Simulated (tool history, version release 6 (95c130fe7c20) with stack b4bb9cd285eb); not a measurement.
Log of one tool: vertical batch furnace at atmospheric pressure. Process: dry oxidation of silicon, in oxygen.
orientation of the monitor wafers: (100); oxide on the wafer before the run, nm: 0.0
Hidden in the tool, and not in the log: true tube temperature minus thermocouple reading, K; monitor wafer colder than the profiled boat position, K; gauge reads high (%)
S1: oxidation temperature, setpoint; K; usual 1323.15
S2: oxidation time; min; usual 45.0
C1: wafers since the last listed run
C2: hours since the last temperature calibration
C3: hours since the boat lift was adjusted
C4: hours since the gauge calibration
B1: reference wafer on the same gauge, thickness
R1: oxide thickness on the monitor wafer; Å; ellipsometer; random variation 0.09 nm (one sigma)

run,hour,S1,S2,C1,C2,C3,C4,B1,R1
1,0.0,1323.15,45.0,0,3618.7,4520.5,285.8,58.46,591.0
# hour 6.1: gauge calibrated
2,12.9,1323.15,45.0,144,3631.6,4533.4,6.8,59.26,599.0
3,43.3,1323.15,45.0,340,3662.0,4563.8,37.2,59.24,599.6
4,72.4,1323.15,45.0,326,3691.1,4592.9,66.3,59.20,597.0
5,95.0,1323.15,45.0,253,3713.7,4615.5,88.9,59.19,597.9
6,115.7,1323.15,45.0,232,3734.4,4636.2,109.6,59.13,598.1
7,206.4,1323.15,45.0,1016,3825.1,4726.9,200.3,58.91,593.3
8,237.8,1323.15,45.0,352,3856.5,4758.3,231.7,58.78,592.6
# hour 265.8: boat lift adjusted
# hour 278.9: thermocouples replaced and temperature profile calibrated
9,279.4,1313.15,24.5,50,0.5,13.6,273.3,58.57,375.5
10,284.0,1323.15,45.0,51,5.1,18.2,277.9,58.58,591.6
11,290.4,1335.15,45.0,71,11.5,24.6,284.3,58.55,651.4
# hour 308.8: gauge calibrated
12,322.9,1337.15,45.0,364,44.0,57.1,14.1,59.22,671.5
13,346.4,1299.15,66.0,263,67.5,80.6,37.6,59.21,620.7
14,379.6,1332.15,45.0,372,100.7,113.8,70.8,59.19,643.4
15,408.5,1344.15,23.0,323,129.6,142.7,99.7,59.15,470.7
16,422.3,1323.15,32.0,154,143.4,156.5,113.5,59.12,485.3

The tool's hidden state at each run:
true tube temperature minus thermocouple reading, K: 0 in every run
monitor wafer colder than the profiled boat position, K: 0 in every run
H1: gauge reads high (%)
run,H1
1,-1.24
2,0.0835
3,0.0636
4,0.0186
5,-0.0337
6,-0.0951
7,-0.515
8,-0.717
9,-1.03
10,-1.07
11,-1.12
12,0.0492
13,0.031
14,-0.0227
15,-0.0962
16,-0.14
